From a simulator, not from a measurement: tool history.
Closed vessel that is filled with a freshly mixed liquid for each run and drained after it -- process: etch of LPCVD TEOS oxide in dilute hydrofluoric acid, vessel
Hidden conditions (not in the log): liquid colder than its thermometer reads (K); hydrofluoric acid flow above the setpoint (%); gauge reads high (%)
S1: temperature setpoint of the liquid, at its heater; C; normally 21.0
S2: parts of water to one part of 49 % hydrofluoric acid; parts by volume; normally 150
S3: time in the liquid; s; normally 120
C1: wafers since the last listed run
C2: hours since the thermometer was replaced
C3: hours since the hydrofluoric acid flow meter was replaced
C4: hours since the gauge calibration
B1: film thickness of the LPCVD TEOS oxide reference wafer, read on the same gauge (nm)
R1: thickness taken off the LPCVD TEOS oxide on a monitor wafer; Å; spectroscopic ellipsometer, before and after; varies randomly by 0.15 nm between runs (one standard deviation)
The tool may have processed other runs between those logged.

{"run": 1, "hour": 0.0, "S1": 21.0, "S2": 120, "S3": 120, "C1": 0, "C2": 1420.8, "C3": 451.7, "C4": 723.6, "B1": 40.02, "R1": 217.1}
{"hour": 42.8, "done": "hydrofluoric acid flow meter replaced"}
{"run": 2, "hour": 43.6, "S1": 21.0, "S2": 120, "S3": 120, "C1": 4635, "C2": 1464.4, "C3": 0.8, "C4": 767.2, "B1": 40.01, "R1": 202.1}
{"run": 3, "hour": 97.4, "S1": 21.0, "S2": 120, "S3": 120, "C1": 5853, "C2": 1518.2, "C3": 54.6, "C4": 821.0, "B1": 39.93, "R1": 210.9}
{"hour": 112.3, "done": "gauge calibrated"}
{"run": 4, "hour": 134.9, "S1": 21.0, "S2": 150, "S3": 120, "C1": 4080, "C2": 1555.7, "C3": 92.1, "C4": 22.6, "B1": 40.01, "R1": 160.2}
{"run": 5, "hour": 160.9, "S1": 21.0, "S2": 150, "S3": 120, "C1": 2829, "C2": 1581.7, "C3": 118.1, "C4": 48.6, "B1": 40.01, "R1": 161.9}
{"run": 6, "hour": 202.8, "S1": 21.0, "S2": 150, "S3": 120, "C1": 4559, "C2": 1623.6, "C3": 160.0, "C4": 90.5, "B1": 39.98, "R1": 162.5}
{"run": 7, "hour": 236.1, "S1": 24.0, "S2": 150, "S3": 120, "C1": 3623, "C2": 1656.9, "C3": 193.3, "C4": 123.8, "B1": 39.98, "R1": 181.7}
{"run": 8, "hour": 358.4, "S1": 22.5, "S2": 150, "S3": 120, "C1": 13307, "C2": 1779.2, "C3": 315.6, "C4": 246.1, "B1": 40.03, "R1": 177.8}
{"run": 9, "hour": 400.7, "S1": 22.5, "S2": 150, "S3": 120, "C1": 4602, "C2": 1821.5, "C3": 357.9, "C4": 288.4, "B1": 40.03, "R1": 179.8}
{"run": 10, "hour": 466.4, "S1": 19.5, "S2": 150, "S3": 80, "C1": 7148, "C2": 1887.2, "C3": 423.6, "C4": 354.1, "B1": 40.07, "R1": 107.5}
{"run": 11, "hour": 605.6, "S1": 19.5, "S2": 150, "S3": 80, "C1": 15146, "C2": 2026.4, "C3": 562.8, "C4": 493.3, "B1": 39.96, "R1": 108.8}
{"run": 12, "hour": 650.7, "S1": 19.5, "S2": 150, "S3": 80, "C1": 4907, "C2": 2071.5, "C3": 607.9, "C4": 538.4, "B1": 40.05, "R1": 110.6}
{"hour": 671.7, "done": "hydrofluoric acid flow meter replaced"}
{"run": 13, "hour": 698.0, "S1": 21.0, "S2": 150, "S3": 120, "C1": 5037, "C2": 2118.8, "C3": 26.3, "C4": 585.7, "B1": 40.0, "R1": 158.9}
{"run": 14, "hour": 763.6, "S1": 21.0, "S2": 150, "S3": 120, "C1": 7137, "C2": 2184.4, "C3": 91.9, "C4": 651.3, "B1": 40.01, "R1": 160.9}
{"run": 15, "hour": 822.0, "S1": 21.0, "S2": 150, "S3": 70, "C1": 6354, "C2": 2242.8, "C3": 150.3, "C4": 709.7, "B1": 40.0, "R1": 96.2}
{"run": 16, "hour": 885.4, "S1": 21.0, "S2": 150, "S3": 70, "C1": 6898, "C2": 2306.2, "C3": 213.7, "C4": 773.1, "B1": 40.05, "R1": 97.1}
{"hour": 899.1, "done": "thermometer replaced"}
{"run": 17, "hour": 942.5, "S1": 21.0, "S2": 150, "S3": 120, "C1": 6104, "C2": 43.4, "C3": 270.8, "C4": 830.2, "B1": 40.02, "R1": 165.2}
{"run": 18, "hour": 996.1, "S1": 24.5, "S2": 215, "S3": 70, "C1": 5832, "C2": 97.0, "C3": 324.4, "C4": 883.8, "B1": 39.98, "R1": 71.9}
{"run": 19, "hour": 1044.3, "S1": 21.0, "S2": 150, "S3": 120, "C1": 5244, "C2": 145.2, "C3": 372.6, "C4": 932.0, "B1": 40.03, "R1": 170.3}
{"hour": 1048.8, "done": "gauge calibrated"}
{"run": 20, "hour": 1072.1, "S1": 17.0, "S2": 150, "S3": 120, "C1": 3024, "C2": 173.0, "C3": 400.4, "C4": 23.3, "B1": 40.04, "R1": 142.4}
{"run": 21, "hour": 1108.6, "S1": 21.0, "S2": 150, "S3": 155, "C1": 3971, "C2": 209.5, "C3": 436.9, "C4": 59.8, "B1": 40.02, "R1": 221.6}
{"run": 22, "hour": 1133.0, "S1": 19.0, "S2": 150, "S3": 120, "C1": 2654, "C2": 233.9, "C3": 461.3, "C4": 84.2, "B1": 40.0, "R1": 157.6}
{"run": 23, "hour": 1180.1, "S1": 17.5, "S2": 190, "S3": 165, "C1": 5124, "C2": 281.0, "C3": 508.4, "C4": 131.3, "B1": 40.0, "R1": 155.8}
{"run": 24, "hour": 1248.9, "S1": 21.0, "S2": 215, "S3": 50, "C1": 7486, "C2": 349.8, "C3": 577.2, "C4": 200.1, "B1": 40.03, "R1": 47.8}
{"hour": 1254.3, "done": "hydrofluoric acid flow meter replaced"}
{"run": 25, "hour": 1293.6, "S1": 19.0, "S2": 150, "S3": 55, "C1": 4754, "C2": 394.5, "C3": 39.3, "C4": 244.8, "B1": 40.01, "R1": 66.7}
{"run": 26, "hour": 1361.2, "S1": 21.0, "S2": 150, "S3": 120, "C1": 7355, "C2": 462.1, "C3": 106.9, "C4": 312.4, "B1": 40.01, "R1": 163.4}
{"run": 27, "hour": 1386.5, "S1": 21.0, "S2": 150, "S3": 140, "C1": 2752, "C2": 487.4, "C3": 132.2, "C4": 337.7, "B1": 40.03, "R1": 188.2}
{"run": 28, "hour": 1441.8, "S1": 21.0, "S2": 190, "S3": 55, "C1": 6017, "C2": 542.7, "C3": 187.5, "C4": 393.0, "B1": 39.96, "R1": 56.8}
{"run": 29, "hour": 1503.6, "S1": 21.0, "S2": 170, "S3": 120, "C1": 6724, "C2": 604.5, "C3": 249.3, "C4": 454.8, "B1": 40.02, "R1": 143.6}
{"run": 30, "hour": 1535.2, "S1": 21.0, "S2": 150, "S3": 120, "C1": 3438, "C2": 636.1, "C3": 280.9, "C4": 486.4, "B1": 39.97, "R1": 165.8}
{"run": 31, "hour": 1582.4, "S1": 21.0, "S2": 150, "S3": 170, "C1": 5135, "C2": 683.3, "C3": 328.1, "C4": 533.6, "B1": 40.07, "R1": 236.6}
{"run": 32, "hour": 1611.6, "S1": 21.0, "S2": 180, "S3": 120, "C1": 3177, "C2": 712.5, "C3": 357.3, "C4": 562.8, "B1": 39.98, "R1": 136.9}

Below are 3 alternative next runs, each starting from the tool's condition after run 32. Predict each:
{"run": "A", "hour": 1612.3, "S1": 21.0, "S2": 150, "S3": 120, "C1": 76, "C2": 713.2, "C3": 358.0, "C4": 563.5, "B1": "?", "R1": "?"}
{"run": "B", "hour": 1612.3, "S1": 21.0, "S2": 115, "S3": 175, "C1": 76, "C2": 713.2, "C3": 358.0, "C4": 563.5, "B1": "?", "R1": "?"}
{"run": "C", "hour": 1612.3, "S1": 26.0, "S2": 150, "S3": 120, "C1": 76, "C2": 713.2, "C3": 358.0, "C4": 563.5, "B1": "?", "R1": "?"}

run=A B1=40.00 R1=169.3
run=B B1=40.00 R1=333.9
run=C B1=40.00 R1=205.3
Had the tool no hidden state, the same runs would have come out as:
run=A R1=158.5
run=B R1=313.2
run=C R1=192.1
